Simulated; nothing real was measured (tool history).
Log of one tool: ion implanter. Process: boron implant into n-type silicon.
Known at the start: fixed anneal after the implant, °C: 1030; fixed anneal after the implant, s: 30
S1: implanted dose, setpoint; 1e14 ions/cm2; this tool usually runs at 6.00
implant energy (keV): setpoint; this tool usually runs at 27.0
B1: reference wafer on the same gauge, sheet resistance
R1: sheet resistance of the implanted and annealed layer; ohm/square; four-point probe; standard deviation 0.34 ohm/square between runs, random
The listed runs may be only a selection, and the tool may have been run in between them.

{"run": 1, "hour": 0.0, "S1": 6.43, "implant energy (keV)": 27.0, "B1": 140.03, "R1": 170.21}
{"run": 2, "hour": 17.8, "S1": 6.0, "implant energy (keV)": 27.0, "B1": 139.93, "R1": 179.86}
{"run": 3, "hour": 24.2, "S1": 6.0, "implant energy (keV)": 27.0, "B1": 140.02, "R1": 180.12}
{"run": 4, "hour": 36.8, "S1": 6.0, "implant energy (keV)": 27.0, "B1": 139.99, "R1": 180.24}
{"run": 5, "hour": 50.8, "S1": 6.0, "implant energy (keV)": 27.0, "B1": 139.98, "R1": 180.34}
{"run": 6, "hour": 59.5, "S1": 6.0, "implant energy (keV)": 27.0, "B1": 139.96, "R1": 179.98}
{"run": 7, "hour": 66.2, "S1": 6.0, "implant energy (keV)": 27.0, "B1": 140.03, "R1": 180.32}
{"run": 8, "hour": 75.9, "S1": 6.0, "implant energy (keV)": 27.0, "B1": 140.0, "R1": 181.01}
{"run": 9, "hour": 84.5, "S1": 6.0, "implant energy (keV)": 24.0, "B1": 139.97, "R1": 182.85}
{"run": 10, "hour": 100.9, "S1": 6.0, "implant energy (keV)": 24.0, "B1": 139.98, "R1": 183.57}
{"hour": 111.0, "done": "extraction supply calibrated"}
{"run": 11, "hour": 111.5, "S1": 6.0, "implant energy (keV)": 24.0, "B1": 140.01, "R1": 183.22}
{"run": 12, "hour": 118.0, "S1": 6.0, "implant energy (keV)": 27.0, "B1": 140.02, "R1": 181.44}
{"run": 13, "hour": 127.6, "S1": 6.0, "implant energy (keV)": 27.0, "B1": 140.07, "R1": 181.13}
{"run": 14, "hour": 145.6, "S1": 6.0, "implant energy (keV)": 27.0, "B1": 139.99, "R1": 181.41}
{"run": 15, "hour": 152.3, "S1": 4.77, "implant energy (keV)": 21.5, "B1": 139.99, "R1": 225.12}
{"run": 16, "hour": 162.3, "S1": 6.0, "implant energy (keV)": 27.0, "B1": 140.03, "R1": 181.17}
{"run": 17, "hour": 176.1, "S1": 6.0, "implant energy (keV)": 27.0, "B1": 140.0, "R1": 181.63}
{"hour": 192.7, "done": "gauge calibrated"}
{"hour": 197.5, "done": "Faraday cup replaced and dose calibrated"}
{"run": 18, "hour": 198.0, "S1": 5.4, "implant energy (keV)": 31.0, "B1": 139.97, "R1": 184.33}
{"run": 19, "hour": 201.7, "S1": 6.0, "implant energy (keV)": 27.0, "B1": 140.03, "R1": 170.68}
{"run": 20, "hour": 214.4, "S1": 4.77, "implant energy (keV)": 21.5, "B1": 139.99, "R1": 213.27}
{"run": 21, "hour": 227.9, "S1": 6.0, "implant energy (keV)": 32.5, "B1": 140.06, "R1": 168.35}
{"run": 22, "hour": 243.4, "S1": 6.0, "implant energy (keV)": 27.0, "B1": 140.01, "R1": 170.44}
{"run": 23, "hour": 261.4, "S1": 6.0, "implant energy (keV)": 30.0, "B1": 140.03, "R1": 169.52}
{"run": 24, "hour": 271.2, "S1": 6.76, "implant energy (keV)": 21.5, "B1": 140.04, "R1": 158.93}
{"run": 25, "hour": 279.5, "S1": 5.47, "implant energy (keV)": 34.0, "B1": 140.05, "R1": 180.63}
{"run": 26, "hour": 290.2, "S1": 7.57, "implant energy (keV)": 23.5, "B1": 140.0, "R1": 142.76}
{"run": 27, "hour": 298.7, "S1": 6.94, "implant energy (keV)": 34.0, "B1": 140.01, "R1": 148.63}
{"run": 28, "hour": 309.8, "S1": 6.64, "implant energy (keV)": 23.0, "B1": 140.03, "R1": 159.7}
{"run": 29, "hour": 326.1, "S1": 6.48, "implant energy (keV)": 36.0, "B1": 139.95, "R1": 155.76}
{"run": 30, "hour": 333.7, "S1": 4.54, "implant energy (keV)": 30.5, "B1": 140.03, "R1": 213.26}
{"run": 31, "hour": 341.5, "S1": 7.5, "implant energy (keV)": 34.0, "B1": 140.04, "R1": 139.15}
{"run": 32, "hour": 350.9, "S1": 7.63, "implant energy (keV)": 35.0, "B1": 140.04, "R1": 136.12}
{"run": 33, "hour": 361.8, "S1": 6.0, "implant energy (keV)": 24.0, "B1": 140.05, "R1": 173.68}
{"run": 34, "hour": 369.8, "S1": 6.0, "implant energy (keV)": 27.0, "B1": 139.97, "R1": 171.42}

Some steps in R1 between neighbouring runs. How much of each would the tool show without its hidden state too (settings, what came in, random variation), and how much is left for the hidden state, with any gauge scatter that isn't in both results?
Hidden conditions of the tool in this case: deviation of the true dose from the Faraday cup's reading, %; deviation of the true energy from its setpoint, %; gauge reads high (%).
Run 14 -> 15: S1 6.00 -> 4.77, implant energy (keV) 27.0 -> 21.5. R1 +43.71 ohm/square: hidden state +2.28, all else +41.43.
Run 15 -> 16: S1 4.77 -> 6.00, implant energy (keV) 21.5 -> 27.0. R1 -43.95 ohm/square: hidden state -2.14, all else -41.81.
Run 17 -> 18: S1 6.00 -> 5.40, implant energy (keV) 27.0 -> 31.0, gauge calibrated, Faraday cup replaced and dose calibrated. R1 +2.70 ohm/square: hidden state -10.30, all else +13.00.
Run 20 -> 21: S1 4.77 -> 6.00, implant energy (keV) 21.5 -> 32.5. R1 -44.92 ohm/square: hidden state +0.06, all else -44.98.
Run 29 -> 30: S1 6.48 -> 4.54, implant energy (keV) 36.0 -> 30.5. R1 +57.50 ohm/square: hidden state -0.05, all else +57.55.
Run 30 -> 31: S1 4.54 -> 7.50, implant energy (keV) 30.5 -> 34.0. R1 -74.11 ohm/square: hidden state +0.08, all else -74.19.
